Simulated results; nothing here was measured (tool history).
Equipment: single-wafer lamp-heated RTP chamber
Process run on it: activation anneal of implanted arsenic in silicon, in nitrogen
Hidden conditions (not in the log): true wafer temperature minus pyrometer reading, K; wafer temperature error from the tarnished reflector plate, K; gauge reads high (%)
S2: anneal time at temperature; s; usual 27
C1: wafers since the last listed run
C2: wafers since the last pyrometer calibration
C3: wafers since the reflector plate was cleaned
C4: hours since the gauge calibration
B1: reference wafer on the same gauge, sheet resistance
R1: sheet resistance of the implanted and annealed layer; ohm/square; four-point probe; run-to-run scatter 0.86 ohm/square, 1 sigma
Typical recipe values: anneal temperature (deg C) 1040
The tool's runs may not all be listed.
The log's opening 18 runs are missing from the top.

{"run": 19, "day": 9.254, "anneal temperature (deg C)": 1040, "S2": 27, "C1": 77, "C2": 8412, "C3": 717, "C4": 497.3, "B1": 540.73, "R1": 564.83}
{"run": 20, "day": 9.992, "anneal temperature (deg C)": 1040, "S2": 27, "C1": 220, "C2": 8633, "C3": 938, "C4": 515, "B1": 540.75, "R1": 563.31}
{"run": 21, "day": 10.646, "anneal temperature (deg C)": 1040, "S2": 27, "C1": 195, "C2": 8828, "C3": 1134, "C4": 530.7, "B1": 541.08, "R1": 562.66}
{"run": 22, "day": 11.229, "anneal temperature (deg C)": 1012, "S2": 33, "C1": 174, "C2": 9003, "C3": 1308, "C4": 544.7, "B1": 541.12, "R1": 573.54}
{"day": 11.462, "done": "gauge calibrated"}
{"run": 23, "day": 11.771, "anneal temperature (deg C)": 1028, "S2": 43, "C1": 162, "C2": 9165, "C3": 1470, "C4": 7.4, "B1": 540.93, "R1": 557.75}
{"day": 12.354, "done": "pyrometer window cleaned and pyrometer calibrated"}
{"run": 24, "day": 12.375, "anneal temperature (deg C)": 1057, "S2": 27, "C1": 81, "C2": 6, "C3": 1551, "C4": 21.9, "B1": 540.89, "R1": 562.09}
{"run": 25, "day": 12.708, "anneal temperature (deg C)": 1027, "S2": 11, "C1": 99, "C2": 106, "C3": 1651, "C4": 29.9, "B1": 541.23, "R1": 588}
{"run": 26, "day": 14.662, "anneal temperature (deg C)": 1059, "S2": 13, "C1": 584, "C2": 690, "C3": 2236, "C4": 76.8, "B1": 541.1, "R1": 576.09}
{"run": 27, "day": 15.171, "anneal temperature (deg C)": 1025, "S2": 15, "C1": 152, "C2": 842, "C3": 2388, "C4": 89, "B1": 540.95, "R1": 585.9}
{"run": 28, "day": 15.525, "anneal temperature (deg C)": 1040, "S2": 41, "C1": 105, "C2": 948, "C3": 2494, "C4": 97.5, "B1": 540.86, "R1": 559.55}
{"run": 29, "day": 15.821, "anneal temperature (deg C)": 1040, "S2": 27, "C1": 88, "C2": 1037, "C3": 2582, "C4": 104.6, "B1": 541.03, "R1": 571.23}
{"run": 30, "day": 16.417, "anneal temperature (deg C)": 1020, "S2": 41, "C1": 178, "C2": 1215, "C3": 2761, "C4": 118.9, "B1": 540.93, "R1": 572.68}
{"run": 31, "day": 17.0, "anneal temperature (deg C)": 1054, "S2": 13, "C1": 174, "C2": 1390, "C3": 2935, "C4": 132.9, "B1": 540.69, "R1": 579.7}
{"run": 32, "day": 17.358, "anneal temperature (deg C)": 1040, "S2": 27, "C1": 107, "C2": 1497, "C3": 3042, "C4": 141.5, "B1": 541.01, "R1": 572.02}
{"run": 33, "day": 18.088, "anneal temperature (deg C)": 1050, "S2": 15, "C1": 218, "C2": 1715, "C3": 3260, "C4": 159, "B1": 541.06, "R1": 578.71}
{"run": 34, "day": 18.442, "anneal temperature (deg C)": 1040, "S2": 27, "C1": 105, "C2": 1821, "C3": 3366, "C4": 167.5, "B1": 541.03, "R1": 570.73}
{"run": 35, "day": 18.908, "anneal temperature (deg C)": 1060, "S2": 27, "C1": 139, "C2": 1961, "C3": 3506, "C4": 178.7, "B1": 541.09, "R1": 560.4}
{"run": 36, "day": 19.196, "anneal temperature (deg C)": 1020, "S2": 16, "C1": 86, "C2": 2047, "C3": 3592, "C4": 185.6, "B1": 541.2, "R1": 587.08}

5 options for the next run, each taken on its own from the tool as it stands now. Forecast them:
{"run": "A", "day": 19.212, "anneal temperature (deg C)": 1053, "S2": 27, "C1": 4, "C2": 2052, "C3": 3597, "C4": 186, "B1": "?", "R1": "?"}
{"run": "B", "day": 19.212, "anneal temperature (deg C)": 1062, "S2": 23, "C1": 4, "C2": 2052, "C3": 3597, "C4": 186, "B1": "?", "R1": "?"}
{"run": "C", "day": 19.212, "anneal temperature (deg C)": 1024, "S2": 39, "C1": 4, "C2": 2052, "C3": 3597, "C4": 186, "B1": "?", "R1": "?"}
{"run": "D", "day": 19.212, "anneal temperature (deg C)": 1063, "S2": 14, "C1": 4, "C2": 2052, "C3": 3597, "C4": 186, "B1": "?", "R1": "?"}
{"run": "E", "day": 19.212, "anneal temperature (deg C)": 1040, "S2": 14, "C1": 4, "C2": 2052, "C3": 3597, "C4": 186, "B1": "?", "R1": "?"}

run=A B1=540.8 R1=562
run=B B1=540.8 R1=560.87
run=C B1=540.8 R1=568.98
run=D B1=540.8 R1=571.3
run=E B1=540.8 R1=580.11
Without the tool's hidden state the same runs would have given:
run=A R1=562.49
run=B R1=561.36
run=C R1=569.41
run=D R1=571.69
run=E R1=580.4
